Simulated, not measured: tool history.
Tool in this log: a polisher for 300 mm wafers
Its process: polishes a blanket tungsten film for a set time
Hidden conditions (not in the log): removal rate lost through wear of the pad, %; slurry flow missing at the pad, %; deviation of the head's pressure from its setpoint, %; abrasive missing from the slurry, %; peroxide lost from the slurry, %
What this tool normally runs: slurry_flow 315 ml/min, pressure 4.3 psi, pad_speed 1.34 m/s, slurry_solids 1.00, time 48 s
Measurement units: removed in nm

run	hour	slurry_flow	pressure	pad_speed	slurry_solids	time	wafers since the last listed run	wafers polished on this pad	hours since the slurry nozzle was cleaned	hours since the head pressure was calibrated	hours since the slurry blender was calibrated	hours since the slurry got fresh peroxide	incoming thickness of the incoming film, nm	removed
1	0.0	315	4.3	1.34	1.00	48	0	573	88.1	11.3	23.7	70.6	979.5	339.1
2	30.1	315	4.3	1.34	1.00	48	382	955	118.2	41.4	53.8	100.7	978.3	341.5
3	88.4	315	4.3	1.34	1.00	48	739	1695	176.5	99.7	112.1	159.0	977.9	330.5
# hour 122.3: slurry tank refilled with fresh slurry and peroxide
4	136.2	315	4.3	1.34	1.00	48	593	2289	224.3	147.5	159.9	13.9	973.2	320.2
# hour 152.8: worn pad replaced by a new one
5	191.7	315	4.3	1.34	1.10	48	653	493	279.8	203.0	215.4	69.4	972.2	350.4
6	229.9	315	3.5	1.34	1.10	48	484	978	318.0	241.2	253.6	107.6	979.0	296.9
7	260.9	315	4.3	1.62	1.00	48	393	1372	349.0	272.2	284.6	138.6	990.2	388.5
8	303.3	315	4.3	1.62	1.00	48	538	1910	391.4	314.6	327.0	181.0	969.2	367.2
# hour 305.7: slurry tank refilled with fresh slurry and peroxide
9	330.8	315	4.3	1.62	1.00	48	336	2246	418.9	342.1	354.5	25.1	985.8	363.8
# hour 352.8: worn pad replaced by a new one
# hour 369.9: head pressure recalibrated
10	383.1	315	4.3	1.34	1.00	60	587	358	471.2	13.2	406.8	77.4	978.7	402.6
# hour 394.0: slurry blender recalibrated
# hour 447.8: slurry nozzle cleaned
11	450.7	315	4.3	1.34	1.00	48	819	1178	2.9	80.8	56.7	145.0	982.4	332.2
# hour 487.1: slurry tank refilled with fresh slurry and peroxide
12	512.4	315	4.3	1.34	1.00	44	770	1949	64.6	142.5	118.4	25.3	974.9	293.4
# hour 523.3: worn pad replaced by a new one
13	561.4	260	4.3	1.78	0.80	55	571	483	113.6	191.5	167.4	74.3	995.8	451.1
14	611.2	315	4.3	1.34	1.25	31	632	1115	163.4	241.3	217.2	124.1	972.6	234.9
15	668.7	315	4.3	1.62	1.00	48	729	1845	220.9	298.8	274.7	181.6	983.6	386.5
# hour 675.7: slurry tank refilled with fresh slurry and peroxide
# hour 712.6: worn pad replaced by a new one
16	720.1	315	3.2	1.68	0.85	35	588	95	272.3	350.2	326.1	44.4	980.6	230.1
# hour 739.7: head pressure recalibrated
17	745.4	315	4.3	1.34	1.00	48	295	390	297.6	5.7	351.4	69.7	979.5	342.2
# hour 774.8: slurry blender recalibrated
18	777.3	315	4.3	1.34	1.00	36	379	770	329.5	37.6	2.5	101.6	991.9	254.2
19	805.0	315	4.3	1.34	1.00	40	351	1122	357.2	65.3	30.2	129.3	959.5	276.8
20	860.7	315	3.4	1.34	1.20	48	706	1828	412.9	121.0	85.9	185.0	972.1	282.2
# hour 862.9: slurry tank refilled with fresh slurry and peroxide
# hour 900.1: worn pad replaced by a new one
21	926.3	220	4.3	1.34	1.00	48	769	331	478.5	186.6	151.5	63.4	960.6	304.9

Consider 4 possible next runs. They are alternatives, not a sequence: every one starts from the tool as it was left by run 21. What does each give?
A	926.7	390	4.3	1.34	1.00	48	5	337	478.9	187.0	151.9	63.8	983.0	?
B	926.7	270	4.8	1.34	1.00	48	5	337	478.9	187.0	151.9	63.8	983.0	?
C	926.7	315	3.3	1.34	1.00	48	5	337	478.9	187.0	151.9	63.8	983.0	?
D	926.7	315	4.3	1.34	1.00	55	5	337	478.9	187.0	151.9	63.8	983.0	?

run	removed
A	339.7
B	348.5
C	273.6
D	377.8
The same runs, with their run-to-run variation unchanged, on a tool lacking any hidden condition would have given:
run	removed
A	358.6
B	376.2
C	292.3
D	403.7
